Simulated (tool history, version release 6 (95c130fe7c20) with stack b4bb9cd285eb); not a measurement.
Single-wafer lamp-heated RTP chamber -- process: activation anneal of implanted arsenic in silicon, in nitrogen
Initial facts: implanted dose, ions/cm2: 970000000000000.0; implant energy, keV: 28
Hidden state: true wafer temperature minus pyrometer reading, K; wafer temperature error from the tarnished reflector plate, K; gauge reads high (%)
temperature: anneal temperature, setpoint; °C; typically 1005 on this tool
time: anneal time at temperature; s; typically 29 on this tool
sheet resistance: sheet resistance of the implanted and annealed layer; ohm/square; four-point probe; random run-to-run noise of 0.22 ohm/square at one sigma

run     day  temperature  time  wafers since the last listed run  wafers since the last pyrometer calibration  wafers since the reflector plate was cleaned  hours since the gauge calibration  read-back reference wafer on the same gauge, sheet resistance  sheet resistance
  1   0.000         1005    29                                 0                                         1861                                          2530                              184.6                                                         131.03            120.01
  2   1.679         1005    29                               339                                         2200                                          2870                              224.9                                                         131.01            119.53
  3   2.988         1005    29                               264                                         2464                                          3134                              256.3                                                         131.06            118.90
  4   4.100         1005    29                               224                                         2689                                          3359                              283.0                                                         130.97            119.14
  5   4.658         1005    29                               112                                         2802                                          3472                              296.4                                                         130.97            118.69
  6   5.408         1005    29                               151                                         2954                                          3623                              314.4                                                         130.96            118.48
      6.096  -- reflector plate cleaned
      6.883  -- pyrometer window cleaned and pyrometer calibrated
  7   6.904         1005    29                               167                                            4                                            95                              350.3                                                         130.98            121.06
  8   7.762          984    29                               173                                          177                                           269                              370.9                                                         130.94            124.58
  9   8.533          984    29                               155                                          333                                           425                              389.4                                                         131.00            124.73
 10   9.842          984    29                               264                                          597                                           689                              420.8                                                         131.00            124.45
 11  10.512         1005    29                               135                                          733                                           825                              436.9                                                         130.96            121.31
 12  11.029         1016    29                               104                                          837                                           929                              449.3                                                         130.95            119.35
 13  11.992         1005    18                               194                                         1032                                          1123                              472.4                                                         131.00            123.13
 14  13.071         1005    18                               218                                         1250                                          1342                              498.3                                                         130.97            123.77
 15  13.742         1005    29                               135                                         1386                                          1477                              514.4                                                         130.97            121.03
 16  14.675         1005    29                               188                                         1574                                          1666                              536.8                                                         130.99            120.08
 17  15.442         1005    29                               154                                         1729                                          1821                              555.2                                                         131.02            120.46
 18  16.750         1015    42                               264                                         1993                                          2085                              586.6                                                         131.00            116.94
 19  18.125         1016    35                               277                                         2271                                          2363                              619.6                                                         130.94            117.41
 20  18.733          989    22                               122                                         2394                                          2486                              634.2                                                         131.00            123.39
     21.088  -- pyrometer window cleaned and pyrometer calibrated
 21  21.654         1029    29                               522                                          114                                          3009                              704.3                                                         131.00            117.64
 22  22.171         1029    29                               104                                          218                                          3113                              716.7                                                         131.03            117.52
 23  23.221         1031    16                               212                                          431                                          3325                              741.9                                                         130.97            120.72
     24.000  -- reflector plate cleaned
 24  24.217         1005    29                               133                                          565                                            44                              765.8                                                         130.98            121.63
     24.825  -- gauge calibrated
 25  24.958         1021    39                               149                                          714                                           193                                3.2                                                         131.02            117.27
 26  26.079         1031    20                               226                                          941                                           420                               30.1                                                         130.98            119.93
 27  27.025          983    45                               191                                         1132                                           611                               52.8                                                         131.00            122.07
 28  28.238          976    45                               245                                         1377                                           856                               81.9                                                         130.98            122.81
 29  29.683         1005    29                               292                                         1669                                          1148                              116.6                                                         131.06            120.64
 30  30.712          997    21                               207                                         1877                                          1356                              141.3                                                         130.94            123.28
 31  31.858         1024    42                               231                                         2109                                          1588                              168.8                                                         131.01            115.17
 32  32.654         1016    44                               160                                         2270                                          1749                              187.9                                                         131.01            115.54
 33  33.521          990    29                               175                                         2445                                          1924                              208.7                                                         130.98            121.83
 34  34.762          980    43                               250                                         2696                                          2175                              238.5                                                         131.00            120.99

Branching from run 34: 5 alternative next runs. What would each branch give?
  A  34.779         1005    29                                 3                                         2699                                          2178                              238.9                                                              ?                 ?
  B  34.779          990    46                                 3                                         2699                                          2178                              238.9                                                              ?                 ?
  C  34.779          981    44                                 3                                         2699                                          2178                              238.9                                                              ?                 ?
  D  34.779          985    24                                 3                                         2699                                          2178                              238.9                                                              ?                 ?
  E  34.779         1020    40                                 3                                         2699                                          2178                              238.9                                                              ?                 ?

run  read-back reference wafer on the same gauge, sheet resistance  sheet resistance
  A                                                         131.00            119.33
  B                                                         131.00            118.73
  C                                                         131.00            120.27
  D                                                         131.00            123.04
  E                                                         131.00            115.28
Take away the tool's hidden state, keep each run's random variation, and the runs would have read:
run  sheet resistance
  A            121.34
  B            120.85
  C            122.34
  D            125.55
  E            117.44
